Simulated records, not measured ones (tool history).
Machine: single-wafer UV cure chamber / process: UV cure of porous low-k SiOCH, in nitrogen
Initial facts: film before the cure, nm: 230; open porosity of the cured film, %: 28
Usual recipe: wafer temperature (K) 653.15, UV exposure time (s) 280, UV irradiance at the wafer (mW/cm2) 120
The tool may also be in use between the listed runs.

| run | day | wafer temperature (K) | UV exposure time (s) | UV irradiance at the wafer (mW/cm2) | wafers since the last listed run | hours since the UV bulbs were replaced | wafers since the quartz window was cleaned | loss of film thickness in the cure (%) |
|---|---|---|---|---|---|---|---|---|
| 1 | 0.000 | 644.15 | 175 | 120 | 0 | 2862.9 | 2071 | 12.642 |
| 2 | 0.425 | 644.15 | 175 | 120 | 112 | 2873.1 | 2183 | 12.630 |
| 3 | 0.858 | 644.15 | 175 | 120 | 114 | 2883.5 | 2297 | 12.665 |
| 4 | 1.512 | 653.15 | 280 | 120 | 172 | 2899.2 | 2470 | 15.117 |
| 5 | 2.079 | 653.15 | 280 | 120 | 149 | 2912.8 | 2619 | 15.463 |
| 6 | 2.625 | 653.15 | 280 | 120 | 143 | 2925.9 | 2763 | 14.967 |
| 7 | 3.138 | 653.15 | 280 | 120 | 135 | 2938.2 | 2898 | 15.154 |
| 8 | 3.738 | 653.15 | 280 | 120 | 158 | 2952.6 | 3056 | 15.144 |
| 9 | 4.475 | 653.15 | 280 | 120 | 194 | 2970.3 | 3251 | 15.021 |
| 10 | 4.762 | 653.15 | 280 | 120 | 75 | 2977.2 | 3327 | 15.313 |
|  | 5.546 | UV bulbs replaced |
| 11 | 5.567 | 644.15 | 280 | 120 | 124 | 0.5 | 3451 | 15.064 |
| 12 | 6.021 | 644.15 | 280 | 120 | 119 | 11.4 | 3571 | 14.852 |
| 13 | 6.467 | 668.15 | 360 | 87 | 117 | 22.1 | 3688 | 14.914 |
| 14 | 6.762 | 666.15 | 360 | 98 | 78 | 29.2 | 3766 | 15.723 |
| 15 | 7.246 | 670.15 | 435 | 120 | 127 | 40.8 | 3894 | 17.737 |
| 16 | 7.525 | 653.15 | 280 | 82 | 73 | 47.5 | 3967 | 13.017 |
| 17 | 8.188 | 634.15 | 445 | 104 | 174 | 63.4 | 4142 | 16.434 |
|  | 9.142 | quartz window cleaned |
| 18 | 9.162 | 653.15 | 280 | 120 | 169 | 86.8 | 6 | 16.115 |
| 19 | 9.538 | 653.15 | 280 | 120 | 98 | 95.8 | 104 | 16.300 |
| 20 | 10.221 | 670.15 | 280 | 120 | 180 | 112.2 | 285 | 16.339 |
| 21 | 10.888 | 653.15 | 280 | 120 | 175 | 128.2 | 460 | 15.918 |
| 22 | 11.283 | 640.15 | 215 | 120 | 104 | 137.7 | 565 | 14.272 |
| 23 | 11.838 | 653.15 | 185 | 100 | 146 | 151.0 | 711 | 12.542 |
| 24 | 12.454 | 653.15 | 280 | 157 | 162 | 165.8 | 874 | 17.415 |
| 25 | 13.033 | 653.15 | 280 | 120 | 152 | 179.7 | 1026 | 15.489 |

Branching from run 25: 5 alternative next runs. What would each branch give?
| A | 13.054 | 653.15 | 280 | 120 | 5 | 180.2 | 1032 | ? |
| B | 13.054 | 653.15 | 205 | 135 | 5 | 180.2 | 1032 | ? |
| C | 13.054 | 653.15 | 435 | 120 | 5 | 180.2 | 1032 | ? |
| D | 13.054 | 653.15 | 195 | 85 | 5 | 180.2 | 1032 | ? |
| E | 13.054 | 673.15 | 280 | 143 | 5 | 180.2 | 1032 | ? |

| run | loss of film thickness in the cure (%) |
|---|---|
| A | 15.741 |
| B | 14.694 |
| C | 18.169 |
| D | 12.020 |
| E | 17.137 |
Had the tool no hidden state, the same runs would have come out as:
| run | loss of film thickness in the cure (%) |
|---|---|
| A | 16.419 |
| B | 15.362 |
| C | 18.861 |
| D | 12.657 |
| E | 17.825 |
